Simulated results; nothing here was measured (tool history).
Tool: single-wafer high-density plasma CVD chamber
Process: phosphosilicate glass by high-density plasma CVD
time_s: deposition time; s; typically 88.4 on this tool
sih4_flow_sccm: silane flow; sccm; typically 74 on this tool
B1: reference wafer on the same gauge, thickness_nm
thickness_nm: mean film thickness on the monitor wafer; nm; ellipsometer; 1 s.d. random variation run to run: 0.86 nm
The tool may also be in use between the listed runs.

{"run": 1, "day": 0.0, "time_s": 88.4, "sih4_flow_sccm": 74, "B1": 517.228, "thickness_nm": 577.176}
{"run": 2, "day": 0.65, "time_s": 88.4, "sih4_flow_sccm": 74, "B1": 516.952, "thickness_nm": 574.841}
{"run": 3, "day": 1.104, "time_s": 88.4, "sih4_flow_sccm": 85, "B1": 516.499, "thickness_nm": 663.041}
{"run": 4, "day": 1.525, "time_s": 81.4, "sih4_flow_sccm": 74, "B1": 516.888, "thickness_nm": 530.383}
{"day": 1.554, "done": "gauge calibrated"}
{"run": 5, "day": 2.129, "time_s": 88.4, "sih4_flow_sccm": 74, "B1": 516.713, "thickness_nm": 575.384}
{"run": 6, "day": 2.671, "time_s": 88.4, "sih4_flow_sccm": 66, "B1": 516.88, "thickness_nm": 512.481}
{"day": 3.288, "done": "silane flow controller replaced"}
{"run": 7, "day": 3.338, "time_s": 88.4, "sih4_flow_sccm": 74, "B1": 516.838, "thickness_nm": 575.357}
{"run": 8, "day": 4.054, "time_s": 88.4, "sih4_flow_sccm": 74, "B1": 517.186, "thickness_nm": 575.795}
{"run": 9, "day": 4.492, "time_s": 88.4, "sih4_flow_sccm": 74, "B1": 517.133, "thickness_nm": 576.51}
{"run": 10, "day": 4.808, "time_s": 88.4, "sih4_flow_sccm": 74, "B1": 517.185, "thickness_nm": 575.958}
{"run": 11, "day": 5.288, "time_s": 88.4, "sih4_flow_sccm": 86, "B1": 516.912, "thickness_nm": 670.443}
{"run": 12, "day": 5.65, "time_s": 88.4, "sih4_flow_sccm": 74, "B1": 516.83, "thickness_nm": 574.893}
{"day": 6.038, "done": "gauge calibrated"}
{"run": 13, "day": 6.246, "time_s": 82.9, "sih4_flow_sccm": 81, "B1": 516.844, "thickness_nm": 590.686}
{"run": 14, "day": 6.796, "time_s": 88.4, "sih4_flow_sccm": 61, "B1": 516.984, "thickness_nm": 473.872}
{"run": 15, "day": 7.35, "time_s": 73.2, "sih4_flow_sccm": 87, "B1": 517.132, "thickness_nm": 560.894}
{"run": 16, "day": 7.771, "time_s": 77.2, "sih4_flow_sccm": 70, "B1": 517.038, "thickness_nm": 476.523}
{"run": 17, "day": 8.129, "time_s": 76.1, "sih4_flow_sccm": 61, "B1": 517.161, "thickness_nm": 408.848}
{"run": 18, "day": 8.683, "time_s": 88.4, "sih4_flow_sccm": 63, "B1": 517.04, "thickness_nm": 491.024}

Here are 5 independent what-if runs from the current tool condition. What would each one return?
{"run": "A", "day": 8.7, "time_s": 88.4, "sih4_flow_sccm": 74, "B1": "?", "thickness_nm": "?"}
{"run": "B", "day": 8.7, "time_s": 99.6, "sih4_flow_sccm": 85, "B1": "?", "thickness_nm": "?"}
{"run": "C", "day": 8.7, "time_s": 80.5, "sih4_flow_sccm": 80, "B1": "?", "thickness_nm": "?"}
{"run": "D", "day": 8.7, "time_s": 94.6, "sih4_flow_sccm": 61, "B1": "?", "thickness_nm": "?"}
{"run": "E", "day": 8.7, "time_s": 76.3, "sih4_flow_sccm": 85, "B1": "?", "thickness_nm": "?"}

run=A B1=517.293 thickness_nm=576.528
run=B B1=517.293 thickness_nm=746.130
run=C B1=517.293 thickness_nm=567.573
run=D B1=517.293 thickness_nm=508.577
run=E B1=517.293 thickness_nm=571.583
With the hidden condition removed and each run's random variation left untouched, the same runs would have given:
run=A thickness_nm=576.528
run=B thickness_nm=746.130
run=C thickness_nm=567.573
run=D thickness_nm=508.577
run=E thickness_nm=571.583

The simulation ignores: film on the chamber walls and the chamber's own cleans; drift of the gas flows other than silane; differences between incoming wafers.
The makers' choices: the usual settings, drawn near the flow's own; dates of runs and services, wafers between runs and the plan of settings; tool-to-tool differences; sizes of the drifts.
